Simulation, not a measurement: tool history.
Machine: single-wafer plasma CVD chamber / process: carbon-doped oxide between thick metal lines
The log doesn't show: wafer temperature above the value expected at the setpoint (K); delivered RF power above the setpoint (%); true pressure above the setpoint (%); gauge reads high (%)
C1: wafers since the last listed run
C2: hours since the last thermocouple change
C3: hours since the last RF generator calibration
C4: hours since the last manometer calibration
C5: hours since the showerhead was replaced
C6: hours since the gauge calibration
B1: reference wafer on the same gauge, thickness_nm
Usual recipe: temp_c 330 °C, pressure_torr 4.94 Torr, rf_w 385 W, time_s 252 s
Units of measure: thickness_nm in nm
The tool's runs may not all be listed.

run 1 hour=0 | temp_c=330 pressure_torr=4.94 rf_w=385 time_s=252 | C1=0 C2=2421 C3=850.3 C4=988.2 C5=5184.3 C6=2028.8 | B1=840.285 | thickness_nm=1041.454
-- hour=21.5 capacitance manometer re-zeroed and calibrated
-- hour=65.8 RF generator calibrated
run 2 hour=69.6 | temp_c=330 pressure_torr=4.94 rf_w=385 time_s=252 | C1=401 C2=2490.6 C3=3.8 C4=48.1 C5=5253.9 C6=2098.4 | B1=840.385 | thickness_nm=1038.067
run 3 hour=133.4 | temp_c=330 pressure_torr=4.94 rf_w=385 time_s=252 | C1=477 C2=2554.4 C3=67.6 C4=111.9 C5=5317.7 C6=2162.2 | B1=840.885 | thickness_nm=1045.042
run 4 hour=181.4 | temp_c=321 pressure_torr=4.94 rf_w=385 time_s=252 | C1=359 C2=2602.4 C3=115.6 C4=159.9 C5=5365.7 C6=2210.2 | B1=839.431 | thickness_nm=1077.811
run 5 hour=226.3 | temp_c=321 pressure_torr=4.94 rf_w=385 time_s=252 | C1=336 C2=2647.3 C3=160.5 C4=204.8 C5=5410.6 C6=2255.1 | B1=840.696 | thickness_nm=1075.292
-- hour=281.3 thermocouple changed; heater temperature recalibrated
run 6 hour=289.5 | temp_c=330 pressure_torr=6.03 rf_w=385 time_s=252 | C1=413 C2=8.2 C3=223.7 C4=268 C5=5473.8 C6=2318.3 | B1=839.649 | thickness_nm=1078.292
run 7 hour=347.4 | temp_c=330 pressure_torr=4.94 rf_w=385 time_s=252 | C1=433 C2=66.1 C3=281.6 C4=325.9 C5=5531.7 C6=2376.2 | B1=839.044 | thickness_nm=1035.861
-- hour=377.5 gauge calibrated
run 8 hour=390.8 | temp_c=330 pressure_torr=5.45 rf_w=330 time_s=252 | C1=324 C2=109.5 C3=325 C4=369.3 C5=5575.1 C6=13.3 | B1=839.941 | thickness_nm=927.097
run 9 hour=422.4 | temp_c=339 pressure_torr=3.74 rf_w=385 time_s=279 | C1=236 C2=141.1 C3=356.6 C4=400.9 C5=5606.7 C6=44.9 | B1=840.136 | thickness_nm=1054.27
run 10 hour=447.7 | temp_c=322 pressure_torr=4.39 rf_w=325 time_s=223 | C1=189 C2=166.4 C3=381.9 C4=426.2 C5=5632 C6=70.2 | B1=839.704 | thickness_nm=793.759
-- hour=458.8 showerhead replaced
run 11 hour=504.9 | temp_c=330 pressure_torr=4.94 rf_w=385 time_s=226 | C1=368 C2=223.6 C3=439.1 C4=483.4 C5=46.1 C6=127.4 | B1=839.631 | thickness_nm=936.734
run 12 hour=537.7 | temp_c=315 pressure_torr=5.62 rf_w=385 time_s=252 | C1=245 C2=256.4 C3=471.9 C4=516.2 C5=78.9 C6=160.2 | B1=839.952 | thickness_nm=1133.068
run 13 hour=571.5 | temp_c=342 pressure_torr=4.94 rf_w=385 time_s=252 | C1=253 C2=290.2 C3=505.7 C4=550 C5=112.7 C6=194 | B1=840.636 | thickness_nm=995.771
run 14 hour=615.4 | temp_c=330 pressure_torr=4.94 rf_w=385 time_s=266 | C1=328 C2=334.1 C3=549.6 C4=593.9 C5=156.6 C6=237.9 | B1=840.268 | thickness_nm=1092.51
run 15 hour=646.5 | temp_c=330 pressure_torr=4.94 rf_w=385 time_s=252 | C1=232 C2=365.2 C3=580.7 C4=625 C5=187.7 C6=269 | B1=840.145 | thickness_nm=1036.103
run 16 hour=691.3 | temp_c=330 pressure_torr=4.94 rf_w=385 time_s=252 | C1=335 C2=410 C3=625.5 C4=669.8 C5=232.5 C6=313.8 | B1=841.412 | thickness_nm=1036.126
run 17 hour=755.8 | temp_c=330 pressure_torr=5.59 rf_w=385 time_s=215 | C1=482 C2=474.5 C3=690 C4=734.3 C5=297 C6=378.3 | B1=840.139 | thickness_nm=902.474
run 18 hour=812.7 | temp_c=330 pressure_torr=6.06 rf_w=330 time_s=252 | C1=425 C2=531.4 C3=746.9 C4=791.2 C5=353.9 C6=435.2 | B1=838.536 | thickness_nm=942.187
run 19 hour=879.2 | temp_c=336 pressure_torr=4.94 rf_w=385 time_s=288 | C1=497 C2=597.9 C3=813.4 C4=857.7 C5=420.4 C6=501.7 | B1=839.642 | thickness_nm=1167.519
-- hour=891.6 RF generator calibrated
run 20 hour=914.7 | temp_c=330 pressure_torr=4.51 rf_w=385 time_s=252 | C1=205 C2=633.4 C3=23.1 C4=893.2 C5=455.9 C6=537.2 | B1=840.24 | thickness_nm=1028.625
run 21 hour=971.4 | temp_c=335 pressure_torr=4.94 rf_w=410 time_s=252 | C1=424 C2=690.1 C3=79.8 C4=949.9 C5=512.6 C6=593.9 | B1=839.469 | thickness_nm=1078.563
run 22 hour=995.7 | temp_c=333 pressure_torr=4.94 rf_w=385 time_s=232 | C1=181 C2=714.4 C3=104.1 C4=974.2 C5=536.9 C6=618.2 | B1=838.935 | thickness_nm=944.941
run 23 hour=1037.7 | temp_c=330 pressure_torr=5.82 rf_w=385 time_s=292 | C1=314 C2=756.4 C3=146.1 C4=1016.2 C5=578.9 C6=660.2 | B1=841.464 | thickness_nm=1237.216
run 24 hour=1071.1 | temp_c=330 pressure_torr=4.94 rf_w=385 time_s=252 | C1=250 C2=789.8 C3=179.5 C4=1049.6 C5=612.3 C6=693.6 | B1=840.32 | thickness_nm=1039.188
run 25 hour=1127.7 | temp_c=330 pressure_torr=4.94 rf_w=385 time_s=252 | C1=423 C2=846.4 C3=236.1 C4=1106.2 C5=668.9 C6=750.2 | B1=840.253 | thickness_nm=1041.19
run 26 hour=1153.1 | temp_c=316 pressure_torr=5.87 rf_w=315 time_s=252 | C1=190 C2=871.8 C3=261.5 C4=1131.6 C5=694.3 C6=775.6 | B1=839.326 | thickness_nm=946.322
run 27 hour=1188.8 | temp_c=330 pressure_torr=4.94 rf_w=385 time_s=202 | C1=267 C2=907.5 C3=297.2 C4=1167.3 C5=730 C6=811.3 | B1=840.019 | thickness_nm=828.661
run 28 hour=1216.5 | temp_c=344 pressure_torr=4.94 rf_w=455 time_s=252 | C1=207 C2=935.2 C3=324.9 C4=1195 C5=757.7 C6=839 | B1=840.425 | thickness_nm=1129.495
run 29 hour=1254.2 | temp_c=319 pressure_torr=4.59 rf_w=345 time_s=252 | C1=282 C2=972.9 C3=362.6 C4=1232.7 C5=795.4 C6=876.7 | B1=840.056 | thickness_nm=972.38

Describe how what the log doesn't record of the tool's condition differs between the last listed run preceding each entry between runs and the first listed run following it.
From run 1 to run 2: capacitance manometer re-zeroed and calibrated (hour 21.5); RF generator calibrated (hour 65.8)
  nothing in the hidden state changes from one run to the other
From run 5 to run 6: thermocouple changed; heater temperature recalibrated (hour 281.3)
  nothing in the hidden state changes from one run to the other
From run 7 to run 8: gauge calibrated (hour 377.5)
  nothing in the hidden state changes from one run to the other
From run 10 to run 11: showerhead replaced (hour 458.8)
  nothing in the hidden state changes from one run to the other
From run 19 to run 20: RF generator calibrated (hour 891.6)
  nothing in the hidden state changes from one run to the other
